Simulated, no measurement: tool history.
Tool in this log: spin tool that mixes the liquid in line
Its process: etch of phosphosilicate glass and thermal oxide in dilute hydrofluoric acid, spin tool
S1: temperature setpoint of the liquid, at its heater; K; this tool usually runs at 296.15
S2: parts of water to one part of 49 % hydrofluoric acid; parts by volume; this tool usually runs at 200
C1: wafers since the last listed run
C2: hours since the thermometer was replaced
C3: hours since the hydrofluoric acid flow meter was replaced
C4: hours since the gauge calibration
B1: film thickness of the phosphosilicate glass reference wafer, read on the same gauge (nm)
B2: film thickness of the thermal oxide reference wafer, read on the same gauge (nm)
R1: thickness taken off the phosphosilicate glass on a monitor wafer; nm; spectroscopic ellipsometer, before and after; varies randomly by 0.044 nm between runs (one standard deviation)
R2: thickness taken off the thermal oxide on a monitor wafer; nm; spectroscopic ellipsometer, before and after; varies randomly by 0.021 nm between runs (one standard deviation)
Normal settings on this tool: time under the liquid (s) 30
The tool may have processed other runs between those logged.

run 1 hour=0.0 | S1=293.65 S2=200 time_under_the_liquid_(s)=20 | C1=0 C2=734.3 C3=510.7 C4=3666.3 | B1=110.05 B2=90.012 | R1=7.24 R2=0.310
run 2 hour=54.3 | S1=296.15 S2=200 time_under_the_liquid_(s)=30 | C1=686 C2=788.6 C3=565.0 C4=3720.6 | B1=110.01 B2=90.014 | R1=11.90 R2=0.532
run 3 hour=155.5 | S1=296.15 S2=200 time_under_the_liquid_(s)=30 | C1=1279 C2=889.8 C3=666.2 C4=3821.8 | B1=110.02 B2=89.992 | R1=11.94 R2=0.581
-- hour=195.3 thermometer replaced
run 4 hour=327.4 | S1=296.15 S2=200 time_under_the_liquid_(s)=35 | C1=2159 C2=132.1 C3=838.1 C4=3993.7 | B1=109.99 B2=90.008 | R1=13.83 R2=0.629
run 5 hour=419.8 | S1=296.15 S2=200 time_under_the_liquid_(s)=50 | C1=1167 C2=224.5 C3=930.5 C4=4086.1 | B1=110.00 B2=89.997 | R1=19.67 R2=0.908
-- hour=438.7 gauge calibrated
run 6 hour=494.8 | S1=296.15 S2=200 time_under_the_liquid_(s)=30 | C1=947 C2=299.5 C3=1005.5 C4=56.1 | B1=110.01 B2=89.994 | R1=11.79 R2=0.515
run 7 hour=556.2 | S1=296.15 S2=285 time_under_the_liquid_(s)=30 | C1=776 C2=360.9 C3=1066.9 C4=117.5 | B1=109.97 B2=89.989 | R1=7.59 R2=0.339
run 8 hour=658.5 | S1=291.15 S2=200 time_under_the_liquid_(s)=45 | C1=1292 C2=463.2 C3=1169.2 C4=219.8 | B1=110.04 B2=90.021 | R1=14.54 R2=0.677
run 9 hour=733.3 | S1=296.15 S2=200 time_under_the_liquid_(s)=30 | C1=945 C2=538.0 C3=1244.0 C4=294.6 | B1=109.97 B2=90.005 | R1=11.74 R2=0.511
run 10 hour=835.4 | S1=300.15 S2=265 time_under_the_liquid_(s)=30 | C1=1290 C2=640.1 C3=1346.1 C4=396.7 | B1=110.03 B2=89.986 | R1=9.46 R2=0.425
run 11 hour=889.4 | S1=296.15 S2=135 time_under_the_liquid_(s)=15 | C1=682 C2=694.1 C3=1400.1 C4=450.7 | B1=110.00 B2=89.999 | R1=9.33 R2=0.415
run 12 hour=956.6 | S1=293.65 S2=295 time_under_the_liquid_(s)=15 | C1=849 C2=761.3 C3=1467.3 C4=517.9 | B1=109.95 B2=89.987 | R1=3.31 R2=0.157
run 13 hour=1007.7 | S1=299.65 S2=270 time_under_the_liquid_(s)=30 | C1=645 C2=812.4 C3=1518.4 C4=569.0 | B1=110.03 B2=90.021 | R1=9.11 R2=0.378
run 14 hour=1104.8 | S1=296.15 S2=200 time_under_the_liquid_(s)=30 | C1=1227 C2=909.5 C3=1615.5 C4=666.1 | B1=109.98 B2=89.994 | R1=11.59 R2=0.535
-- hour=1106.2 hydrofluoric acid flow meter replaced
run 15 hour=1211.7 | S1=291.65 S2=230 time_under_the_liquid_(s)=45 | C1=1338 C2=1016.4 C3=105.5 C4=773.0 | B1=110.03 B2=90.005 | R1=12.85 R2=0.609

For run 16, what comes out?
-- hour=1236.5 thermometer replaced
run 16 hour=1303.7 | S1=296.15 S2=200 time_under_the_liquid_(s)=30 | C1=1150 C2=67.2 C3=197.5 C4=865.0 | B1=? B2=? | R1=? R2=?

Run 16 measured B1 110.02, B2 90.004, R1 11.97 nm, R2 0.524 nm.
Take away the tool's hidden state, keep the run-to-run variation as it was, and the same run would have given R1 12.05 nm, R2 0.528 nm.
